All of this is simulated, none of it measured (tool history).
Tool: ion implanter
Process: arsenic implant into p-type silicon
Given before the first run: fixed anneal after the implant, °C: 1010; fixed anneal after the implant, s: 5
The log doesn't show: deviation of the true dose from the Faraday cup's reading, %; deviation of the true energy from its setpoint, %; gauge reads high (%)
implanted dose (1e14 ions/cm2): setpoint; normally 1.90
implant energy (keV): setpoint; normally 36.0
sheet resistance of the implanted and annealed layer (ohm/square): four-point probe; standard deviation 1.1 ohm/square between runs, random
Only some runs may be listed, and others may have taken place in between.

| run | day | implanted dose (1e14 ions/cm2) | implant energy (keV) | wafers since the last listed run | hours since the last dose calibration | hours since the extraction supply was calibrated | hours since the gauge calibration | read-back reference wafer on the same gauge, sheet resistance | sheet resistance of the implanted and annealed layer (ohm/square) |
|---|---|---|---|---|---|---|---|---|---|
| 1 | 0.000 | 2.02 | 41.5 | 0 | 839.6 | 6317.9 | 290.4 | 407.98 | 400.01 |
| 2 | 1.262 | 1.90 | 36.0 | 554 | 869.9 | 6348.2 | 320.7 | 408.03 | 425.73 |
| 3 | 2.692 | 1.90 | 36.0 | 627 | 904.2 | 6382.5 | 355.0 | 407.91 | 427.24 |
| 4 | 3.717 | 1.90 | 36.0 | 450 | 928.8 | 6407.1 | 379.6 | 407.85 | 424.34 |
| 5 | 4.358 | 1.90 | 36.0 | 281 | 944.2 | 6422.5 | 395.0 | 408.01 | 426.28 |
| 6 | 5.212 | 1.54 | 28.0 | 375 | 964.7 | 6443.0 | 415.5 | 407.95 | 516.47 |
| 7 | 6.050 | 1.90 | 36.0 | 367 | 984.8 | 6463.1 | 435.6 | 408.12 | 429.15 |
| 8 | 7.300 | 1.90 | 36.0 | 549 | 1014.8 | 6493.1 | 465.6 | 407.98 | 425.33 |
| 9 | 8.425 | 1.90 | 36.0 | 494 | 1041.8 | 6520.1 | 492.6 | 408.29 | 426.82 |
|  | 9.046 | extraction supply calibrated |
| 10 | 9.471 | 1.90 | 27.0 | 312 | 1066.9 | 10.2 | 517.7 | 408.03 | 446.62 |
|  | 9.933 | Faraday cup replaced and dose calibrated |
| 11 | 10.692 | 1.74 | 28.0 | 389 | 18.2 | 39.5 | 547.0 | 408.08 | 474.94 |
|  | 11.129 | gauge calibrated |
| 12 | 11.608 | 1.38 | 29.5 | 402 | 40.2 | 61.5 | 11.5 | 408.06 | 553.11 |
| 13 | 12.125 | 2.19 | 36.0 | 226 | 52.6 | 73.9 | 23.9 | 408.04 | 387.82 |
| 14 | 12.629 | 1.52 | 45.5 | 221 | 64.7 | 86.0 | 36.0 | 408.12 | 480.09 |
| 15 | 13.679 | 1.90 | 25.5 | 461 | 89.9 | 111.2 | 61.2 | 407.91 | 450.91 |
| 16 | 14.621 | 1.69 | 36.0 | 413 | 112.5 | 133.8 | 83.8 | 407.92 | 462.14 |
| 17 | 15.812 | 1.90 | 36.0 | 523 | 141.1 | 162.4 | 112.4 | 408.09 | 428.28 |
| 18 | 16.888 | 1.90 | 36.0 | 472 | 166.9 | 188.2 | 138.2 | 407.81 | 428.96 |
| 19 | 18.288 | 1.47 | 29.5 | 614 | 200.5 | 221.8 | 171.8 | 408.02 | 529.69 |
| 20 | 19.762 | 1.73 | 42.5 | 647 | 235.9 | 257.2 | 207.2 | 407.96 | 442.96 |

What if the next run were any one of these 3? Each begins from the tool's condition after run 20:
| A | 19.779 | 2.12 | 36.0 | 7 | 236.3 | 257.6 | 207.6 | ? | ? |
| B | 19.779 | 2.15 | 40.0 | 7 | 236.3 | 257.6 | 207.6 | ? | ? |
| C | 19.779 | 2.18 | 29.5 | 7 | 236.3 | 257.6 | 207.6 | ? | ? |

| run | read-back reference wafer on the same gauge, sheet resistance | sheet resistance of the implanted and annealed layer (ohm/square) |
|---|---|---|
| A | 408.15 | 394.79 |
| B | 408.15 | 384.21 |
| C | 408.15 | 399.35 |
Stripped of hidden state, with their random variation kept, the same runs would have yielded:
| run | sheet resistance of the implanted and annealed layer (ohm/square) |
|---|---|
| A | 394.79 |
| B | 384.21 |
| C | 399.35 |

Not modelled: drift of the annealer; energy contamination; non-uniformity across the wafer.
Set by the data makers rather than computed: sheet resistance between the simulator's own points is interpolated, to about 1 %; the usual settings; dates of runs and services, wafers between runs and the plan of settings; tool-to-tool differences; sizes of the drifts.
